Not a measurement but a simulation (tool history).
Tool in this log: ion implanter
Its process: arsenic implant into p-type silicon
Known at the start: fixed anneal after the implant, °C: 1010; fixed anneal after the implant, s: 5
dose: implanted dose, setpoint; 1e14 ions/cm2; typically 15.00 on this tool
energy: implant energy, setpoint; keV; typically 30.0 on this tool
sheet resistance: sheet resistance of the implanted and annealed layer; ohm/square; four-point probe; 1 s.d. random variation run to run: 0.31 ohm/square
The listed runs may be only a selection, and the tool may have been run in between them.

run	hour	dose	energy	read-back reference wafer on the same gauge, sheet resistance	sheet resistance
1	0.0	16.40	35.5	130.09	96.90
2	55.5	15.00	30.0	129.93	106.59
3	216.5	15.00	30.0	129.97	106.68
4	285.3	15.00	30.0	130.23	106.43
5	338.5	15.00	30.0	130.09	106.63
6	403.9	15.00	27.5	129.88	110.72
7	475.7	15.00	27.5	130.11	111.38
8	567.2	15.00	27.5	130.07	111.59
9	627.8	15.00	35.5	130.05	99.20
# hour 641.1: gauge calibrated
# hour 657.7: Faraday cup replaced and dose calibrated
10	704.0	15.00	35.5	130.01	100.74
11	806.4	15.00	35.5	130.08	100.92
# hour 852.7: extraction supply calibrated
12	885.1	13.30	30.0	129.95	112.04
13	937.6	15.00	30.0	129.96	107.67
14	1005.5	12.46	39.0	130.00	104.22
15	1094.6	16.21	27.5	130.00	109.59
16	1148.8	12.84	24.5	129.89	122.48
17	1231.3	15.00	30.0	130.04	106.75
18	1305.8	16.58	34.0	129.95	98.33
19	1376.4	11.28	40.0	129.87	108.28
20	1479.6	12.97	24.5	129.90	121.76
21	1550.7	16.38	38.5	130.15	93.56
22	1606.2	15.00	40.0	130.01	94.88

Alternative continuations, all from the tool just after run 22; predict every row:
A	1606.6	12.02	30.0	?	?
B	1606.6	13.53	27.5	?	?
C	1606.6	16.42	35.5	?	?
D	1606.6	18.83	33.5	?	?

run	read-back reference wafer on the same gauge, sheet resistance	sheet resistance
A	129.86	114.81
B	129.86	113.84
C	129.86	96.15
D	129.86	95.32
What these runs would have given with no unlogged condition in the tool:
run	sheet resistance
A	116.57
B	115.20
C	97.19
D	96.10

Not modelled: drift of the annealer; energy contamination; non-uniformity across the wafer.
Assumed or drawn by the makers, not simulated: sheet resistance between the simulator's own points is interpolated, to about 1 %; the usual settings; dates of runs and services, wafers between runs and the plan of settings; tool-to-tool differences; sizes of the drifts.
